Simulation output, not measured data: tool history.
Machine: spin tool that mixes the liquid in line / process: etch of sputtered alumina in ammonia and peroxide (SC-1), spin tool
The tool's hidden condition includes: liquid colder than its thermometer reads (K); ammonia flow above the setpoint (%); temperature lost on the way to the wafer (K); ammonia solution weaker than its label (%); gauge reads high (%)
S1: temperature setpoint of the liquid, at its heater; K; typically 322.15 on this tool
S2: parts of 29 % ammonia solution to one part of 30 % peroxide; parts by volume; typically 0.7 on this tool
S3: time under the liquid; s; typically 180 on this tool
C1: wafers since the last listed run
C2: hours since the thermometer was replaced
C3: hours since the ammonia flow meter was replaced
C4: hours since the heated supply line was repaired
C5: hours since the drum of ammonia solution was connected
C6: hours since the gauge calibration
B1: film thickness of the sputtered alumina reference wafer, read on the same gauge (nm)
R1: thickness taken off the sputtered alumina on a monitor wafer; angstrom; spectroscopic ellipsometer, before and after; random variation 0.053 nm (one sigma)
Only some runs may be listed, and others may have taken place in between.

run,hour,S1,S2,S3,C1,C2,C3,C4,C5,C6,B1,R1
1,0,322.15,0.7,180,0,268.9,1310.8,346.1,466,1507.4,150,104.8
# hour 47.1: new drum of ammonia solution connected
2,61.3,322.15,0.7,180,377,330.2,1372.1,407.4,14.2,1568.7,150,105.3
3,121.7,322.15,0.7,180,378,390.6,1432.5,467.8,74.6,1629.1,149.99,105.5
4,217.5,322.15,0.7,180,599,486.4,1528.3,563.6,170.4,1724.9,150,104.3
# hour 274.7: thermometer replaced
5,444.7,329.65,0.7,250,1416,170,1755.5,790.8,397.6,1952.1,150,217.9
6,514.8,329.65,0.7,250,439,240.1,1825.6,860.9,467.7,2022.2,150,217.6
7,571.3,322.15,0.7,180,353,296.6,1882.1,917.4,524.2,2078.7,150,103.8
# hour 584.5: new drum of ammonia solution connected
8,660.9,326.15,0.7,180,554,386.2,1971.7,1007,76.4,2168.3,149.99,129.3
# hour 756: ammonia flow meter replaced
# hour 849.4: thermometer replaced
9,960.1,324.15,0.7,180,1861,110.7,204.1,1306.2,375.6,2467.5,150,114.7
10,1063.7,322.15,0.7,155,648,214.3,307.7,1409.8,479.2,2571.1,149.99,88.7
# hour 1129.4: new drum of ammonia solution connected
11,1148.8,322.15,0.7,180,526,299.4,392.8,1494.9,19.4,2656.2,150,102.8
12,1236.4,322.15,0.7,225,548,387,480.4,1582.5,107,2743.8,150,127.7
# hour 1317.6: gauge calibrated
13,1338.4,318.65,1,180,638,489,582.4,1684.5,209,20.8,149.99,86.5
# hour 1412.1: thermometer replaced
14,1445.6,316.15,1,220,665,33.5,689.6,1791.7,316.2,128,149.99,90.3
15,1521.3,314.15,0.7,210,474,109.2,765.3,1867.4,391.9,203.7,149.99,74.1
# hour 1540.3: heated supply line repaired
16,1603.5,315.15,1,85,508,191.4,847.5,63.2,474.1,285.9,149.97,35.2
17,1667.3,316.15,0.7,270,399,255.2,911.3,127,537.9,349.7,150,113.4
18,1737.5,318.15,0.45,180,439,325.4,981.5,197.2,608.1,419.9,150,81.4
# hour 1786.3: new drum of ammonia solution connected
19,1805,322.15,0.7,180,416,392.9,1049,264.7,18.7,487.4,150,105
20,1852.1,314.65,0.55,135,294,440,1096.1,311.8,65.8,534.5,150,50.6
21,1902.6,329.65,0.5,180,316,490.5,1146.6,362.3,116.3,585,150,154.1
# hour 1959.1: thermometer replaced
22,2010.4,329.15,0.7,180,668,51.3,1254.4,470.1,224.1,692.8,150,155.1

Run 23 comes next. What will it give?
23,2113.4,319.65,0.7,220,645,154.3,1357.4,573.1,327.1,795.8,?,?

For run 23 the tool returned B1 149.98, R1 111.7 angstrom.
If the tool had no hidden condition, the same run with the same run-to-run variation would have returned R1 113.8 angstrom.
